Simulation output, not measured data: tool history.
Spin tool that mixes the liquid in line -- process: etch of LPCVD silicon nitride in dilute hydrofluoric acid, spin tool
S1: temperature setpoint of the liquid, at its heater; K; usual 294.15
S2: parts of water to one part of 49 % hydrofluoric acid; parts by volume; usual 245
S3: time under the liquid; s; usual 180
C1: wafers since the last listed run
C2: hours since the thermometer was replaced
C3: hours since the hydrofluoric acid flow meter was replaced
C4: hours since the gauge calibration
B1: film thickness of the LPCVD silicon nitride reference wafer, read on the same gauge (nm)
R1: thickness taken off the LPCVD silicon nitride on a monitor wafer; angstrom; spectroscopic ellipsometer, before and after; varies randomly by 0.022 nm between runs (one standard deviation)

run	hour	S1	S2	S3	C1	C2	C3	C4	B1	R1
1	0.0	294.15	245	180	0	2164.2	1206.9	253.2	60.039	3.41
2	40.9	294.15	245	180	224	2205.1	1247.8	294.1	60.066	3.47
3	49.0	294.15	325	180	44	2213.2	1255.9	302.2	60.060	2.63
4	65.1	294.15	325	180	88	2229.3	1272.0	318.3	60.021	2.26
5	82.2	294.15	245	180	93	2246.4	1289.1	335.4	60.018	3.79
6	91.1	294.15	245	180	48	2255.3	1298.0	344.3	60.016	3.70
7	137.4	292.65	245	180	253	2301.6	1344.3	390.6	59.936	3.12
# hour 141.0: gauge calibrated
8	155.3	292.65	245	180	98	2319.5	1362.2	14.3	60.022	3.09
# hour 161.4: thermometer replaced
9	164.1	292.65	245	180	42	2.7	1371.0	23.1	60.013	3.41
10	173.1	291.65	245	180	49	11.7	1380.0	32.1	59.988	3.22
11	190.0	294.15	245	180	92	28.6	1396.9	49.0	59.980	3.29
12	199.5	294.15	245	180	52	38.1	1406.4	58.5	59.983	3.66
13	209.7	294.15	245	180	55	48.3	1416.6	68.7	60.000	3.71
14	222.0	294.15	245	180	67	60.6	1428.9	81.0	59.999	3.71
15	237.8	294.15	245	240	86	76.4	1444.7	96.8	60.018	4.93
16	252.3	297.65	170	260	79	90.9	1459.2	111.3	59.962	8.93
# hour 262.6: hydrofluoric acid flow meter replaced
17	263.3	290.15	245	180	54	101.9	0.7	122.3	59.998	2.84
18	269.7	294.15	245	180	35	108.3	7.1	128.7	59.960	3.40
19	321.5	291.65	245	180	284	160.1	58.9	180.5	60.016	2.98
20	338.7	290.15	130	235	94	177.3	76.1	197.7	59.979	6.09
21	355.7	294.15	125	180	93	194.3	93.1	214.7	59.990	6.51
22	364.0	291.15	245	290	45	202.6	101.4	223.0	60.016	3.95
23	372.1	297.15	195	130	44	210.7	109.5	231.1	59.993	3.50
24	387.2	290.15	325	150	82	225.8	124.6	246.2	59.964	1.58
25	394.0	291.65	155	180	37	232.6	131.4	253.0	60.018	4.56
26	405.6	294.15	245	105	63	244.2	143.0	264.6	60.049	1.88
27	412.9	297.65	245	180	40	251.5	150.3	271.9	59.953	3.94
28	425.3	299.15	175	225	68	263.9	162.7	284.3	59.970	8.25
29	435.5	294.15	245	180	55	274.1	172.9	294.5	59.959	3.46

Give the tool's hidden conditions for every run:
liquid hotter than its thermometer reads (K): 0 in every run
hydrofluoric acid flow below the setpoint (%): 0 in every run
gauge reads high (%): 0 in every run

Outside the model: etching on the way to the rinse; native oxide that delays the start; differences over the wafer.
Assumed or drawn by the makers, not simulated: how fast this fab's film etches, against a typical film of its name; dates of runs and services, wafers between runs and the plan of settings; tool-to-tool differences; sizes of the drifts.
